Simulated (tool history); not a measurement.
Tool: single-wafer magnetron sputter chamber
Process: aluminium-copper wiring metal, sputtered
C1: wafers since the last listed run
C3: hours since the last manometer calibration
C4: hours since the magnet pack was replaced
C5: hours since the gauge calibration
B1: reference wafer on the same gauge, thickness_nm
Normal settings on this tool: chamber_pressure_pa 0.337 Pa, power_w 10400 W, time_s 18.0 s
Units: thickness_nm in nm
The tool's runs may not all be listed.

Run 1, hour 0.0: usual settings; C1 0; wafers on the sputter target 4824; C3 2590.4; C4 9196.8; C5 64.2; B1 396.498. Result: thickness_nm 393.712 nm.
Run 2, hour 17.4: usual settings; C1 333; wafers on the sputter target 5158; C3 2607.8; C4 9214.2; C5 81.6; B1 396.900. Result: thickness_nm 393.843 nm.
Run 3, hour 34.0: usual settings; C1 318; wafers on the sputter target 5476; C3 2624.4; C4 9230.8; C5 98.2; B1 396.913. Result: thickness_nm 393.200 nm.
Run 4, hour 40.9: usual settings; C1 132; wafers on the sputter target 5608; C3 2631.3; C4 9237.7; C5 105.1; B1 396.749. Result: thickness_nm 392.644 nm.
Run 5, hour 48.3: usual settings; C1 141; wafers on the sputter target 5750; C3 2638.7; C4 9245.1; C5 112.5; B1 396.717. Result: thickness_nm 396.362 nm.
Run 6, hour 65.0: usual settings; C1 320; wafers on the sputter target 6070; C3 2655.4; C4 9261.8; C5 129.2; B1 397.265. Result: thickness_nm 395.962 nm.
Run 7, hour 81.1: usual settings; C1 308; wafers on the sputter target 6379; C3 2671.5; C4 9277.9; C5 145.3; B1 396.452. Result: thickness_nm 392.563 nm.
At hour 123.2: sputter target and shields replaced.
At hour 126.0: magnet pack replaced.
Run 8, hour 126.5: usual settings; C1 661; wafers on the sputter target 8; C3 2716.9; C4 0.5; C5 190.7; B1 397.446. Result: thickness_nm 397.185 nm.
Run 9, hour 134.1: usual settings; C1 145; wafers on the sputter target 154; C3 2724.5; C4 8.1; C5 198.3; B1 396.788. Result: thickness_nm 393.648 nm.
Run 10, hour 150.1: usual settings; C1 306; wafers on the sputter target 461; C3 2740.5; C4 24.1; C5 214.3; B1 396.733. Result: thickness_nm 396.625 nm.
Run 11, hour 159.0: usual settings; C1 170; wafers on the sputter target 631; C3 2749.4; C4 33.0; C5 223.2; B1 397.234. Result: thickness_nm 393.686 nm.
Run 12, hour 173.1: usual settings; C1 270; wafers on the sputter target 902; C3 2763.5; C4 47.1; C5 237.3; B1 397.508. Result: thickness_nm 392.869 nm.
Run 13, hour 183.8: usual settings; C1 205; wafers on the sputter target 1107; C3 2774.2; C4 57.8; C5 248.0; B1 397.240. Result: thickness_nm 394.520 nm.
Run 14, hour 197.4: usual settings; C1 260; wafers on the sputter target 1368; C3 2787.8; C4 71.4; C5 261.6; B1 396.868. Result: thickness_nm 394.815 nm.
Run 15, hour 211.9: usual settings but time_s 16.4 s; C1 278; wafers on the sputter target 1646; C3 2802.3; C4 85.9; C5 276.1; B1 397.327. Result: thickness_nm 359.257 nm.
At hour 221.7: capacitance manometer re-zeroed and calibrated.
Run 16, hour 227.2: usual settings; C1 139; wafers on the sputter target 1786; C3 5.5; C4 101.2; C5 291.4; B1 396.653. Result: thickness_nm 395.390 nm.
At hour 234.9: gauge calibrated.
Run 17, hour 239.6: usual settings but power_w 7950 W, time_s 16.6 s; C1 237; wafers on the sputter target 2024; C3 17.9; C4 113.6; C5 4.7; B1 397.270. Result: thickness_nm 303.104 nm.
Run 18, hour 247.5: usual settings; C1 151; wafers on the sputter target 2175; C3 25.8; C4 121.5; C5 12.6; B1 397.274. Result: thickness_nm 396.254 nm.
Run 19, hour 256.7: usual settings but chamber_pressure_pa 0.398 Pa, power_w 8350 W; C1 176; wafers on the sputter target 2351; C3 35.0; C4 130.7; C5 21.8; B1 396.632. Result: thickness_nm 328.773 nm.
Run 20, hour 264.3: usual settings but chamber_pressure_pa 0.260 Pa; C1 145; wafers on the sputter target 2497; C3 42.6; C4 138.3; C5 29.4; B1 397.444. Result: thickness_nm 416.286 nm.
Run 21, hour 310.2: usual settings; C1 880; wafers on the sputter target 3377; C3 88.5; C4 184.2; C5 75.3; B1 396.826. Result: thickness_nm 394.203 nm.
Run 22, hour 321.2: usual settings but time_s 16.1 s; C1 210; wafers on the sputter target 3588; C3 99.5; C4 195.2; C5 86.3; B1 397.106. Result: thickness_nm 351.221 nm.
Run 23, hour 330.4: usual settings but power_w 12000 W, time_s 15.2 s; C1 176; wafers on the sputter target 3765; C3 108.7; C4 204.4; C5 95.5; B1 397.170. Result: thickness_nm 364.652 nm.
Run 24, hour 342.9: usual settings but chamber_pressure_pa 0.284 Pa, power_w 9200 W, time_s 16.9 s; C1 239; wafers on the sputter target 4004; C3 121.2; C4 216.9; C5 108.0; B1 396.822. Result: thickness_nm 355.640 nm.
Run 25, hour 351.1: usual settings but power_w 8300 W, time_s 15.4 s; C1 157; wafers on the sputter target 4162; C3 129.4; C4 225.1; C5 116.2; B1 397.041. Result: thickness_nm 289.345 nm.
Run 26, hour 364.5: usual settings but power_w 8750 W; C1 256; wafers on the sputter target 4419; C3 142.8; C4 238.5; C5 129.6; B1 397.098. Result: thickness_nm 352.007 nm.
Run 27, hour 371.1: usual settings but chamber_pressure_pa 0.442 Pa, power_w 11700 W; C1 126; wafers on the sputter target 4545; C3 149.4; C4 245.1; C5 136.2; B1 396.467. Result: thickness_nm 399.884 nm.
Run 28, hour 380.8: usual settings but chamber_pressure_pa 0.209 Pa; C1 185; wafers on the sputter target 4731; C3 159.1; C4 254.8; C5 145.9; B1 396.990. Result: thickness_nm 432.376 nm.

5 options for the next run, each taken on its own from the tool as it stands now. Forecast them:
Run A, hour 381.2: usual settings but chamber_pressure_pa 0.203 Pa; C1 7; wafers on the sputter target 4739; C3 159.5; C4 255.2; C5 146.3; B1 ?. Result: thickness_nm ?.
Run B, hour 381.2: usual settings but power_w 12550 W; C1 7; wafers on the sputter target 4739; C3 159.5; C4 255.2; C5 146.3; B1 ?. Result: thickness_nm ?.
Run C, hour 381.2: usual settings but power_w 8150 W, time_s 19.8 s; C1 7; wafers on the sputter target 4739; C3 159.5; C4 255.2; C5 146.3; B1 ?. Result: thickness_nm ?.
Run D, hour 381.2: usual settings but power_w 11850 W, time_s 15.0 s; C1 7; wafers on the sputter target 4739; C3 159.5; C4 255.2; C5 146.3; B1 ?. Result: thickness_nm ?.
Run E, hour 381.2: usual settings but chamber_pressure_pa 0.378 Pa, power_w 12100 W, time_s 21.4 s; C1 7; wafers on the sputter target 4739; C3 159.5; C4 255.2; C5 146.3; B1 ?. Result: thickness_nm ?.

run       B1  thickness_nm
  A  396.686       431.038
  B  396.686       449.604
  C  396.686       370.583
  D  396.686       359.727
  E  396.686       507.201
Without the tool's hidden state the same runs would have given:
run  thickness_nm
  A       431.038
  B       449.604
  C       370.583
  D       359.727
  E       507.201
